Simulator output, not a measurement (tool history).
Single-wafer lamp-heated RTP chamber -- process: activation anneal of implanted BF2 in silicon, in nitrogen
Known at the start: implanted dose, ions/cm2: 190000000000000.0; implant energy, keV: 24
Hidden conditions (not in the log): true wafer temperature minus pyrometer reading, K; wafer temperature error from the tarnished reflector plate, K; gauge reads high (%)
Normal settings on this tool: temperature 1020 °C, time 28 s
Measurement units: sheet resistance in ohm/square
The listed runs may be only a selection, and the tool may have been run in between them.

run,hour,temperature,time,wafers since the last listed run,wafers since the last pyrometer calibration,wafers since the reflector plate was cleaned,hours since the gauge calibration,"read-back reference wafer on the same gauge, sheet resistance",sheet resistance
1,0.0,1020,17,0,926,144,120.4,593.14,518.74
2,46.4,1020,17,666,1592,811,166.8,592.64,518.89
3,179.2,1020,17,1906,3499,2718,299.6,592.22,516.49
# hour 223.5: pyrometer window cleaned and pyrometer calibrated
# hour 298.4: reflector plate cleaned
4,345.4,1041,28,2156,1635,674,465.8,590.62,509.57
5,413.3,1020,34,974,2610,1649,533.7,589.84,509.92
6,478.8,1020,24,940,3550,2589,599.2,588.84,512.29
# hour 521.5: pyrometer window cleaned and pyrometer calibrated
7,531.8,1020,24,646,147,3236,652.2,588.49,512.92
# hour 569.6: reflector plate cleaned
8,603.2,1020,24,910,1058,483,723.6,586.95,510.79
9,667.9,1020,35,929,1987,1412,788.3,585.79,506.71
10,694.8,1020,35,386,2373,1798,815.2,585.34,506.48
11,751.9,1020,35,819,3193,2618,872.3,584.23,504.61
12,776.5,1008,32,353,3546,2971,896.9,583.79,506.79
# hour 783.7: gauge calibrated
# hour 815.6: pyrometer window cleaned and pyrometer calibrated
13,826.9,1020,28,608,162,3580,43.2,594.97,516.48
# hour 850.7: reflector plate cleaned
14,856.1,1020,36,304,467,77,72.4,594.51,514.58
15,891.4,1020,24,506,974,584,107.7,594.51,515.45
16,925.2,1020,24,485,1459,1069,141.5,594.25,517.34
17,962.5,1049,32,535,1995,1605,178.8,594.29,509.71
18,1010.5,1020,28,689,2684,2294,226.8,594.14,515.17
19,1036.1,1020,42,367,3051,2662,252.4,593.94,512.11
# hour 1066.5: pyrometer window cleaned and pyrometer calibrated
20,1084.8,1032,23,584,262,3246,301.1,593.51,515.74
# hour 1126.7: reflector plate cleaned
21,1130.2,1032,13,537,799,49,346.5,593.19,519.56
22,1160.5,1003,19,435,1234,484,376.8,592.89,519.23
23,1260.0,1020,28,1428,2663,1913,476.3,591.91,513.64
# hour 1306.0: pyrometer window cleaned and pyrometer calibrated
24,1306.5,1045,34,552,6,2466,522.8,591.56,508.29

For each entry between runs, how does the tool's hidden state at the last listed run before it compare with that at the first listed run after it?
Between runs 3 and 4: pyrometer window cleaned and pyrometer calibrated (hour 223.5); reflector plate cleaned (hour 298.4)
  gauge reads high (%): -0.324 -> -0.574
  measured result minus the result with no hidden state, sheet resistance: -1.68 -> -2.94 ohm/square
Between runs 6 and 7: pyrometer window cleaned and pyrometer calibrated (hour 521.5)
  gauge reads high (%): -0.853 -> -0.983
  measured result minus the result with no hidden state, sheet resistance: -4.41 -> -5.09 ohm/square
Between runs 7 and 8: reflector plate cleaned (hour 569.6)
  gauge reads high (%): -0.983 -> -1.18
  measured result minus the result with no hidden state, sheet resistance: -5.09 -> -6.07 ohm/square
Between runs 12 and 13: gauge calibrated (hour 783.7); pyrometer window cleaned and pyrometer calibrated (hour 815.6)
  gauge reads high (%): -1.73 -> 0.104
  measured result minus the result with no hidden state, sheet resistance: -8.91 -> +0.53 ohm/square
Between runs 13 and 14: reflector plate cleaned (hour 850.7)
  gauge reads high (%): 0.104 -> 0.0975
  measured result minus the result with no hidden state, sheet resistance: +0.53 -> +0.51 ohm/square
Between runs 19 and 20: pyrometer window cleaned and pyrometer calibrated (hour 1066.5)
  gauge reads high (%): -0.0172 -> -0.0701
  measured result minus the result with no hidden state, sheet resistance: -0.09 -> -0.36 ohm/square
Between runs 20 and 21: reflector plate cleaned (hour 1126.7)
  gauge reads high (%): -0.0701 -> -0.128
  measured result minus the result with no hidden state, sheet resistance: -0.36 -> -0.66 ohm/square
Between runs 23 and 24: pyrometer window cleaned and pyrometer calibrated (hour 1306.0)
  gauge reads high (%): -0.337 -> -0.429
  measured result minus the result with no hidden state, sheet resistance: -1.74 -> -2.19 ohm/square
